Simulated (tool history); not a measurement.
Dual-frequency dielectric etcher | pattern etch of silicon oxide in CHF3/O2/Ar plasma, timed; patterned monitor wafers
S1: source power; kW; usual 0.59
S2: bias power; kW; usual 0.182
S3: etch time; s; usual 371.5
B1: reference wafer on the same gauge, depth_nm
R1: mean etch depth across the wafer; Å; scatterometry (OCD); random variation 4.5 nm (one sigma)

{"run": 1, "day": 0.0, "S1": 0.59, "S2": 0.182, "S3": 371.5, "B1": 796.2, "R1": 7428}
{"run": 2, "day": 0.867, "S1": 0.59, "S2": 0.182, "S3": 371.5, "B1": 795.8, "R1": 7490}
{"run": 3, "day": 2.121, "S1": 0.59, "S2": 0.182, "S3": 371.5, "B1": 795.6, "R1": 7505}
{"run": 4, "day": 2.733, "S1": 0.59, "S2": 0.182, "S3": 371.5, "B1": 796.3, "R1": 7528}
{"run": 5, "day": 3.854, "S1": 0.59, "S2": 0.182, "S3": 371.5, "B1": 796.1, "R1": 7515}
{"run": 6, "day": 4.875, "S1": 0.59, "S2": 0.182, "S3": 371.5, "B1": 795.6, "R1": 7485}
{"day": 6.321, "done": "upper electrode replaced"}
{"run": 7, "day": 6.342, "S1": 0.7, "S2": 0.15, "S3": 371.5, "B1": 796.2, "R1": 7417}
{"run": 8, "day": 6.679, "S1": 0.59, "S2": 0.182, "S3": 371.5, "B1": 796, "R1": 7431}
{"run": 9, "day": 7.267, "S1": 0.59, "S2": 0.156, "S3": 371.5, "B1": 796.7, "R1": 7111}
{"run": 10, "day": 7.992, "S1": 0.59, "S2": 0.182, "S3": 371.5, "B1": 795.4, "R1": 7577}
{"run": 11, "day": 9.425, "S1": 0.49, "S2": 0.139, "S3": 465, "B1": 795, "R1": 7925}
{"day": 10.321, "done": "bias power generator calibrated"}
{"run": 12, "day": 10.342, "S1": 0.59, "S2": 0.182, "S3": 371.5, "B1": 796, "R1": 7589}
{"run": 13, "day": 11.617, "S1": 0.71, "S2": 0.182, "S3": 371.5, "B1": 797.4, "R1": 8087}
{"day": 13.242, "done": "gauge calibrated"}
{"day": 13.771, "done": "wet clean of the chamber"}
{"run": 14, "day": 13.792, "S1": 0.67, "S2": 0.14, "S3": 447.5, "B1": 795.6, "R1": 8162}
{"day": 14.871, "done": "source power generator calibrated"}
{"run": 15, "day": 17.008, "S1": 0.7, "S2": 0.203, "S3": 371.5, "B1": 795.7, "R1": 8204}
{"run": 16, "day": 18.204, "S1": 0.49, "S2": 0.182, "S3": 282.5, "B1": 796, "R1": 5189}
{"run": 17, "day": 19.267, "S1": 0.59, "S2": 0.212, "S3": 315, "B1": 796.2, "R1": 6545}

Forecast each of these 3 alternatives for the next run:
{"run": "A", "day": 19.288, "S1": 0.59, "S2": 0.182, "S3": 310.5, "B1": "?", "R1": "?"}
{"run": "B", "day": 19.288, "S1": 0.59, "S2": 0.182, "S3": 441.5, "B1": "?", "R1": "?"}
{"run": "C", "day": 19.288, "S1": 0.65, "S2": 0.182, "S3": 434.5, "B1": "?", "R1": "?"}

run=A B1=796.9 R1=6066
run=B B1=796.9 R1=8625
run=C B1=796.9 R1=8789
Without the tool's hidden state the same runs would have given:
run=A R1=6013
run=B R1=8549
run=C R1=8712
